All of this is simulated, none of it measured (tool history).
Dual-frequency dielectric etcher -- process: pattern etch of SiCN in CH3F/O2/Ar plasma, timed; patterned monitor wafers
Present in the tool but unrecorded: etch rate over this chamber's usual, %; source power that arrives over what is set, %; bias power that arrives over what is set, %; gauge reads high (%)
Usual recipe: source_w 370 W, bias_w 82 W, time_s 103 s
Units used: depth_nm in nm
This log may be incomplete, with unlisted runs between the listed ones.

run    hour  source_w  bias_w  time_s  wafers since the last listed run  hours since the last wet clean  hours since the last source power generator calibration  hours since the last bias power generator calibration  hours since the last upper electrode change  hours since the gauge calibration  read-back reference wafer on the same gauge, depth_nm  depth_nm
  1       0       370      91     126                                 0                           316.8                                                   1812.8                                                 1905.3                                       6499.8                             2242.6                                                  38.79     47.18
       38.1  -- upper electrode replaced
  2    62.1       370      70     103                               340                           378.9                                                   1874.9                                                 1967.4                                           24                             2304.7                                                   38.8     34.79
  3   126.3       370      82     103                               574                           443.1                                                   1939.1                                                 2031.6                                         88.2                             2368.9                                                  38.79     36.83
      155.9  -- gauge calibrated
  4   181.6       370      82     103                               494                           498.4                                                   1994.4                                                 2086.9                                        143.5                               25.7                                                  38.79     36.51
      238.4  -- wet clean of the chamber
  5   238.9       370      82     103                               297                             0.5                                                   2051.7                                                 2144.2                                        200.8                                 83                                                  38.81     37.47
  6   258.3       370      82     116                               173                            19.9                                                   2071.1                                                 2163.6                                        220.2                              102.4                                                  38.81     42.18
  7   317.9       370      82     103                               532                            79.5                                                   2130.7                                                 2223.2                                        279.8                                162                                                   38.8     37.34
  8   345.1       370      82     103                               243                           106.7                                                   2157.9                                                 2250.4                                          307                              189.2                                                   38.8      37.4
  9   383.4       410      82     131                               342                             145                                                   2196.2                                                 2288.7                                        345.3                              227.5                                                  38.83     49.54
 10   426.4       400      77     103                               384                             188                                                   2239.2                                                 2331.7                                        388.3                              270.5                                                  38.79     37.56
 11   481.8       430      69     103                               495                           243.4                                                   2294.6                                                 2387.1                                        443.7                              325.9                                                  38.79     37.08
 12   531.5       370      82     103                               444                           293.1                                                   2344.3                                                 2436.8                                        493.4                              375.6                                                  38.78     36.96
      547.6  -- bias power generator calibrated
 13   559.6       410      82   131.5                               215                           321.2                                                   2372.4                                                     12                                        521.5                              403.7                                                  38.81      49.1
 14     618       370      82     103                               522                           379.6                                                   2430.8                                                   70.4                                        579.9                              462.1                                                  38.84     36.67
 15   677.4       290      96   113.5                               531                             439                                                   2490.2                                                  129.8                                        639.3                              521.5                                                  38.79     38.51
      733.3  -- wet clean of the chamber
 16   733.8       330      82     103                               289                             0.5                                                   2546.6                                                  186.2                                        695.7                              577.9                                                  38.77     35.65
 17     750       460      95     103                               144                            16.7                                                   2562.8                                                  202.4                                        711.9                              594.1                                                  38.77     43.15
 18   787.3       280      82      92                               333                              54                                                   2600.1                                                  239.7                                        749.2                              631.4                                                  38.81      29.5
 19   812.3       370      82     103                               223                              79                                                   2625.1                                                  264.7                                        774.2                              656.4                                                  38.81     37.33
      875.3  -- source power generator calibrated
 20     883       400      71     132                               596                           149.7                                                      7.7                                                  335.4                                        844.9                              727.1                                                  38.79     47.82
 21   942.4       370      99     130                               531                           209.1                                                     67.1                                                  394.8                                        904.3                              786.5                                                  38.79     50.97
 22   995.5       410      73    90.5                               474                           262.2                                                    120.2                                                  447.9                                        957.4                              839.6                                                  38.81     33.41
 23  1058.7       330      63     122                               565                           325.4                                                    183.4                                                  511.1                                       1020.6                              902.8                                                  38.75     38.57
 24  1099.8       400      77     103                               367                           366.5                                                    224.5                                                  552.2                                       1061.7                              943.9                                                  38.84     37.83
 25    1142       370      82     126                               377                           408.7                                                    266.7                                                  594.4                                       1103.9                              986.1                                                  38.81     45.94
 26  1173.5       370      82     103                               281                           440.2                                                    298.2                                                  625.9                                       1135.4                             1017.6                                                   38.8      37.7
     1243.3  -- wet clean of the chamber
 27  1332.5       370     102     103                              1207                            89.2                                                    457.2                                                  784.9                                       1294.4                             1176.6                                                  38.81     41.27
 28  1381.4       370      82     103                               437                           138.1                                                    506.1                                                  833.8                                       1343.3                             1225.5                                                  38.76     37.87
 29  1407.2       400      77     103                               230                           163.9                                                    531.9                                                  859.6                                       1369.1                             1251.3                                                  38.77     38.01

5 options for the next run, each taken on its own from the tool as it stands now. Forecast them:
  A  1407.6       370      82     103                                 3                           164.3                                                    532.3                                                    860                                       1369.5                             1251.7                                                      ?         ?
  B  1407.6       310      65    94.5                                 3                           164.3                                                    532.3                                                    860                                       1369.5                             1251.7                                                      ?         ?
  C  1407.6       320      99     103                                 3                           164.3                                                    532.3                                                    860                                       1369.5                             1251.7                                                      ?         ?
  D  1407.6       370      82   123.5                                 3                           164.3                                                    532.3                                                    860                                       1369.5                             1251.7                                                      ?         ?
  E  1407.6       370     101     103                                 3                           164.3                                                    532.3                                                    860                                       1369.5                             1251.7                                                      ?         ?

run  read-back reference wafer on the same gauge, depth_nm  depth_nm
  A                                                  38.83     37.69
  B                                                  38.83     29.37
  C                                                  38.83     37.98
  D                                                  38.83     45.19
  E                                                  38.83     40.77
Without the tool's unlogged condition, the same runs would have read:
run  depth_nm
  A     38.16
  B     29.73
  C     38.45
  D     45.75
  E     41.27
